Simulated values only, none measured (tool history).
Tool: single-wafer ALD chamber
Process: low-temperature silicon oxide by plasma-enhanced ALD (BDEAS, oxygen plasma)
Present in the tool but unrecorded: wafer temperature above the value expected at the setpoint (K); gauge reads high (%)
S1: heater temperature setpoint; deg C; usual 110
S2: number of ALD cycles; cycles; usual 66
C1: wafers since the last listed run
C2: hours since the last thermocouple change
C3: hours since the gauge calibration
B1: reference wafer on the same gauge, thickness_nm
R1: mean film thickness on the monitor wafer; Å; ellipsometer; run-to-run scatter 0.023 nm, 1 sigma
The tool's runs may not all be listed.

{"run": 1, "hour": 0.0, "S1": 110, "S2": 66, "C1": 0, "C2": 2480.3, "C3": 7.9, "B1": 10.409, "R1": 93.57}
{"run": 2, "hour": 27.9, "S1": 110, "S2": 66, "C1": 151, "C2": 2508.2, "C3": 35.8, "B1": 10.393, "R1": 93.45}
{"run": 3, "hour": 44.3, "S1": 110, "S2": 66, "C1": 89, "C2": 2524.6, "C3": 52.2, "B1": 10.384, "R1": 93.47}
{"run": 4, "hour": 60.4, "S1": 110, "S2": 66, "C1": 87, "C2": 2540.7, "C3": 68.3, "B1": 10.365, "R1": 93.38}
{"run": 5, "hour": 89.0, "S1": 104, "S2": 66, "C1": 155, "C2": 2569.3, "C3": 96.9, "B1": 10.367, "R1": 94.07}
{"run": 6, "hour": 107.3, "S1": 104, "S2": 66, "C1": 99, "C2": 2587.6, "C3": 115.2, "B1": 10.354, "R1": 94.06}
{"run": 7, "hour": 142.9, "S1": 99, "S2": 70, "C1": 193, "C2": 2623.2, "C3": 150.8, "B1": 10.341, "R1": 100.64}
{"hour": 154.0, "done": "thermocouple changed; heater temperature recalibrated"}
{"run": 8, "hour": 170.1, "S1": 110, "S2": 66, "C1": 104, "C2": 16.1, "C3": 178.0, "B1": 10.329, "R1": 92.89}
{"run": 9, "hour": 188.7, "S1": 110, "S2": 66, "C1": 101, "C2": 34.7, "C3": 196.6, "B1": 10.327, "R1": 92.88}
{"run": 10, "hour": 222.6, "S1": 119, "S2": 61, "C1": 184, "C2": 68.6, "C3": 230.5, "B1": 10.313, "R1": 84.33}
{"run": 11, "hour": 238.6, "S1": 122, "S2": 66, "C1": 86, "C2": 84.6, "C3": 246.5, "B1": 10.312, "R1": 90.87}
{"run": 12, "hour": 252.4, "S1": 120, "S2": 77, "C1": 74, "C2": 98.4, "C3": 260.3, "B1": 10.291, "R1": 106.03}
{"run": 13, "hour": 273.6, "S1": 115, "S2": 78, "C1": 115, "C2": 119.6, "C3": 281.5, "B1": 10.295, "R1": 108.3}
{"run": 14, "hour": 303.7, "S1": 124, "S2": 66, "C1": 163, "C2": 149.7, "C3": 311.6, "B1": 10.267, "R1": 90.23}
{"hour": 332.1, "done": "gauge calibrated"}
{"run": 15, "hour": 334.7, "S1": 110, "S2": 66, "C1": 168, "C2": 180.7, "C3": 2.6, "B1": 10.437, "R1": 93.83}
{"run": 16, "hour": 360.8, "S1": 103, "S2": 56, "C1": 141, "C2": 206.8, "C3": 28.7, "B1": 10.411, "R1": 80.89}

What does the tool deliver on the next run?
{"run": 17, "hour": 436.3, "S1": 106, "S2": 66, "C1": 410, "C2": 282.3, "C3": 104.2, "B1": "?", "R1": "?"}

B1: 10.380
R1: 94.21 Å
Without the tool's hidden state the same run would have given R1 94.54 Å.

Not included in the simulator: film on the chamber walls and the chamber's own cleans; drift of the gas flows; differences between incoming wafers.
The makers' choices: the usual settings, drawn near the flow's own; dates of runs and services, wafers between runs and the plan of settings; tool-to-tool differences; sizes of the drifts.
